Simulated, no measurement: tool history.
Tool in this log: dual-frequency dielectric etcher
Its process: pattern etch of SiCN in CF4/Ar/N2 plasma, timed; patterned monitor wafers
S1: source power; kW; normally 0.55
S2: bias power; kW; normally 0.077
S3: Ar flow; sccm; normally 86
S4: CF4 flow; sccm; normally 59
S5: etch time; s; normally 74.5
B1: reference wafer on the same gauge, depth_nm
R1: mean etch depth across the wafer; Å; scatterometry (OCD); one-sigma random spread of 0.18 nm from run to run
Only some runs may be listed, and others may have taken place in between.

| run | day | S1 | S2 | S3 | S4 | S5 | B1 | R1 |
|---|---|---|---|---|---|---|---|---|
| 1 | 0 | 0.63 | 0.077 | 86 | 59 | 74.5 | 81.7 | 951 |
| 2 | 2.738 | 0.55 | 0.077 | 86 | 59 | 74.5 | 81.8 | 827 |
| 3 | 4.454 | 0.55 | 0.077 | 86 | 59 | 74.5 | 81.7 | 826 |
|  | 7.883 | upper electrode replaced |
| 4 | 7.904 | 0.55 | 0.077 | 86 | 59 | 74.5 | 81.7 | 821 |
| 5 | 8.662 | 0.55 | 0.077 | 86 | 59 | 57 | 81.7 | 630 |
|  | 9.775 | wet clean of the chamber |
|  | 9.925 | gauge calibrated |
| 6 | 10.938 | 0.55 | 0.077 | 86 | 59 | 57 | 81.7 | 648 |
|  | 11.246 | bias power generator calibrated |
| 7 | 13.367 | 0.55 | 0.077 | 86 | 59 | 57 | 81.7 | 645 |
| 8 | 15.746 | 0.55 | 0.077 | 86 | 59 | 74.5 | 81.7 | 844 |
|  | 16.088 | CF4 flow controller replaced |
| 9 | 17.267 | 0.46 | 0.09 | 106 | 47 | 74.5 | 81.8 | 683 |
| 10 | 18.312 | 0.55 | 0.077 | 86 | 59 | 63 | 81.7 | 712 |
|  | 19.138 | source power generator calibrated |
|  | 19.692 | Ar flow controller replaced |
| 11 | 19.712 | 0.55 | 0.077 | 86 | 67 | 68 | 81.7 | 749 |
| 12 | 22.296 | 0.43 | 0.077 | 93 | 63 | 66.5 | 81.7 | 551 |
| 13 | 23.408 | 0.55 | 0.084 | 98 | 59 | 74.5 | 81.7 | 809 |
| 14 | 25.271 | 0.55 | 0.077 | 86 | 59 | 74.5 | 81.6 | 808 |

Below are 3 alternative next runs, each starting from the tool's condition after run 14. Predict each:
| A | 25.288 | 0.55 | 0.077 | 78 | 59 | 74.5 | ? | ? |
| B | 25.288 | 0.55 | 0.066 | 86 | 67 | 74.5 | ? | ? |
| C | 25.288 | 0.55 | 0.077 | 106 | 59 | 74.5 | ? | ? |

| run | B1 | R1 |
|---|---|---|
| A | 81.7 | 821 |
| B | 81.7 | 794 |
| C | 81.7 | 784 |
With no hidden state in the tool, these same runs would have given:
| run | R1 |
|---|---|
| A | 827 |
| B | 800 |
| C | 790 |
